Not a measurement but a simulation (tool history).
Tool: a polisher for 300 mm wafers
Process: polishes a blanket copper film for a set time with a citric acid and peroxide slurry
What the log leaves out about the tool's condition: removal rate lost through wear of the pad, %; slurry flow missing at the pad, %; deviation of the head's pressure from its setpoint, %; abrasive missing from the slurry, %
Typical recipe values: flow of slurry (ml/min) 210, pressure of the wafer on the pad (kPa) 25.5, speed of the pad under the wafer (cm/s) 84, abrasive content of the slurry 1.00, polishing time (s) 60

run,hour,flow of slurry (ml/min),pressure of the wafer on the pad (kPa),speed of the pad under the wafer (cm/s),abrasive content of the slurry,polishing time (s),wafers since the last listed run,wafers polished on this pad,hours since the slurry nozzle was cleaned,hours since the head pressure was calibrated,hours since the slurry blender was calibrated,"incoming thickness of the incoming film, nm",film removed (nm)
1,0.0,260,25.5,84,1.00,60,0,1040,249.9,338.9,84.1,674.7,162.5
# hour 15.2: head pressure recalibrated
2,18.5,260,25.5,84,1.00,60,161,1201,268.4,3.3,102.6,690.5,159.8
# hour 54.8: worn pad replaced by a new one
3,55.3,260,25.5,84,1.00,60,320,4,305.2,40.1,139.4,672.6,167.4
# hour 81.1: slurry blender recalibrated
4,82.7,210,25.5,84,1.00,60,248,252,332.6,67.5,1.6,679.6,162.4
5,105.8,210,25.5,84,1.00,60,225,478,355.7,90.6,24.7,679.1,160.7
6,120.1,210,25.5,84,1.00,60,139,618,370.0,104.9,39.0,677.8,160.8
7,140.8,210,18.6,66,1.00,60,202,821,390.7,125.6,59.7,682.7,97.1
8,159.3,210,18.6,66,1.00,60,180,1002,409.2,144.1,78.2,671.4,97.1
9,175.7,210,18.6,84,1.00,60,160,1162,425.6,160.5,94.6,670.4,115.6
# hour 205.4: worn pad replaced by a new one
10,205.9,270,25.5,84,1.00,60,256,5,455.8,190.7,124.8,685.4,152.6
# hour 245.1: slurry blender recalibrated
# hour 258.5: slurry nozzle cleaned
# hour 270.6: worn pad replaced by a new one, repeated, since the last time left the tool worse
11,271.1,210,31.7,84,1.00,41,569,4,12.6,255.9,26.0,682.7,137.7
12,298.1,210,25.5,98,1.00,60,264,268,39.6,282.9,53.0,675.7,183.7
13,329.1,210,25.5,84,1.00,74,303,572,70.6,313.9,84.0,680.1,199.4
14,350.3,160,25.5,84,1.00,60,207,779,91.8,335.1,105.2,674.1,152.5
# hour 381.5: head pressure recalibrated
# hour 407.9: slurry blender recalibrated
15,416.3,265,33.1,58,1.00,71,606,1385,157.8,34.8,8.4,676.0,181.0
# hour 424.9: worn pad replaced by a new one
16,442.5,210,33.1,84,1.15,54,217,171,184.0,61.0,34.6,671.1,198.7
17,474.2,210,25.5,84,1.00,60,310,482,215.7,92.7,66.3,667.5,162.2
18,497.1,210,25.5,58,1.00,60,224,706,238.6,115.6,89.2,691.8,119.8
19,517.2,210,25.5,84,1.00,60,196,902,258.7,135.7,109.3,674.9,159.0

3 options for the next run, each taken on its own from the tool as it stands now. Forecast them:
A,517.6,210,33.8,84,1.00,60,3,906,259.1,136.1,109.7,685.6,?
B,517.6,210,25.5,84,1.00,71,3,906,259.1,136.1,109.7,685.6,?
C,517.6,150,28.3,84,1.00,60,3,906,259.1,136.1,109.7,685.6,?

run,film removed (nm)
A,209.3
B,188.1
C,166.0
What these runs would have given with no unlogged condition in the tool:
run,film removed (nm)
A,214.3
B,192.6
C,170.0
